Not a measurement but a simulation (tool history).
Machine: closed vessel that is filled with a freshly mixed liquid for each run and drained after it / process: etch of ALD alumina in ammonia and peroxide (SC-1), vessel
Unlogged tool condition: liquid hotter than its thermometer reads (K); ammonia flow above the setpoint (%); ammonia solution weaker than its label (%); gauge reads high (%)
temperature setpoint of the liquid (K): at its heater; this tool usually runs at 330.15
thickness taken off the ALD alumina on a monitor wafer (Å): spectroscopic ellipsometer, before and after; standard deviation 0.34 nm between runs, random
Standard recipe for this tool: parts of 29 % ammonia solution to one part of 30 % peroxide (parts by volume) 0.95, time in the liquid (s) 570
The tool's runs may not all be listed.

run,hour,temperature setpoint of the liquid (K),parts of 29 % ammonia solution to one part of 30 % peroxide (parts by volume),time in the liquid (s),wafers since the last listed run,hours since the thermometer was replaced,hours since the ammonia flow meter was replaced,hours since the drum of ammonia solution was connected,hours since the gauge calibration,"read-back film thickness of the ALD alumina reference wafer, read on the same gauge (nm)",thickness taken off the ALD alumina on a monitor wafer (Å)
1,0.0,330.15,0.95,570,0,102.8,604.3,70.4,957.0,154.02,490.7
# hour 19.7: gauge calibrated
2,21.3,330.15,0.95,570,1881,124.1,625.6,91.7,1.6,150.30,472.5
3,49.0,330.15,0.95,570,2446,151.8,653.3,119.4,29.3,150.69,474.8
4,71.1,330.15,0.95,570,1952,173.9,675.4,141.5,51.4,150.96,476.0
5,104.8,330.15,0.95,570,2976,207.6,709.1,175.2,85.1,151.40,474.3
6,118.0,330.15,0.95,570,1166,220.8,722.3,188.4,98.3,151.57,477.7
7,142.4,323.65,0.95,570,2155,245.2,746.7,212.8,122.7,151.82,334.0
8,155.7,323.65,0.95,570,1174,258.5,760.0,226.1,136.0,151.96,332.0
9,184.7,330.15,0.95,570,2561,287.5,789.0,255.1,165.0,152.26,472.6
# hour 194.7: ammonia flow meter replaced
10,200.6,330.15,0.95,570,1316,303.4,5.9,271.0,180.9,152.38,481.5
11,220.2,330.15,0.95,570,1731,323.0,25.5,290.6,200.5,152.55,473.3
12,243.8,326.15,1.10,570,2084,346.6,49.1,314.2,224.1,152.73,394.0
13,279.2,324.65,0.95,700,3127,382.0,84.5,349.6,259.5,152.98,436.0
14,307.1,330.15,0.95,570,2464,409.9,112.4,377.5,287.4,153.18,481.6
15,328.1,330.15,0.95,570,1855,430.9,133.4,398.5,308.4,153.28,484.8
16,355.7,321.15,0.95,275,2438,458.5,161.0,426.1,336.0,153.45,144.5
17,384.6,321.65,0.50,790,2552,487.4,189.9,455.0,364.9,153.59,398.3
18,412.0,330.15,0.95,570,2420,514.8,217.3,482.4,392.3,153.72,483.0
19,427.4,337.15,1.10,405,1360,530.2,232.7,497.8,407.7,153.81,506.3
20,449.9,330.15,0.95,570,1987,552.7,255.2,520.3,430.2,153.87,482.1
21,464.0,330.15,0.75,570,1245,566.8,269.3,534.4,444.3,153.91,476.0
22,482.7,327.15,0.50,685,1651,585.5,288.0,553.1,463.0,154.02,468.7
23,512.5,335.15,0.75,795,2632,615.3,317.8,582.9,492.8,154.09,850.4
24,526.2,337.65,0.95,260,1210,629.0,331.5,596.6,506.5,154.13,325.4
25,555.5,330.15,0.95,570,2588,658.3,360.8,625.9,535.8,154.24,484.2
26,576.6,337.15,1.15,570,1863,679.4,381.9,647.0,556.9,154.29,709.0
27,595.6,330.15,0.95,340,1678,698.4,400.9,666.0,575.9,154.35,290.2
28,629.2,330.15,0.80,770,2968,732.0,434.5,699.6,609.5,154.44,643.4

Forecast each of these 5 alternatives for the next run:
A,630.0,330.15,1.20,570,70,732.8,435.3,700.4,610.3,?,?
B,630.0,334.15,1.20,775,70,732.8,435.3,700.4,610.3,?,?
C,630.0,338.65,0.95,570,70,732.8,435.3,700.4,610.3,?,?
D,630.0,337.15,0.60,375,70,732.8,435.3,700.4,610.3,?,?
E,630.0,327.15,1.10,570,70,732.8,435.3,700.4,610.3,?,?

run,"read-back film thickness of the ALD alumina reference wafer, read on the same gauge (nm)",thickness taken off the ALD alumina on a monitor wafer (Å)
A,154.42,495.5
B,154.42,828.3
C,154.42,746.9
D,154.42,436.7
E,154.42,419.3
Had the tool no hidden state, the same runs would have come out as:
run,thickness taken off the ALD alumina on a monitor wafer (Å)
A,481.3
B,804.6
C,725.5
D,424.2
E,407.3
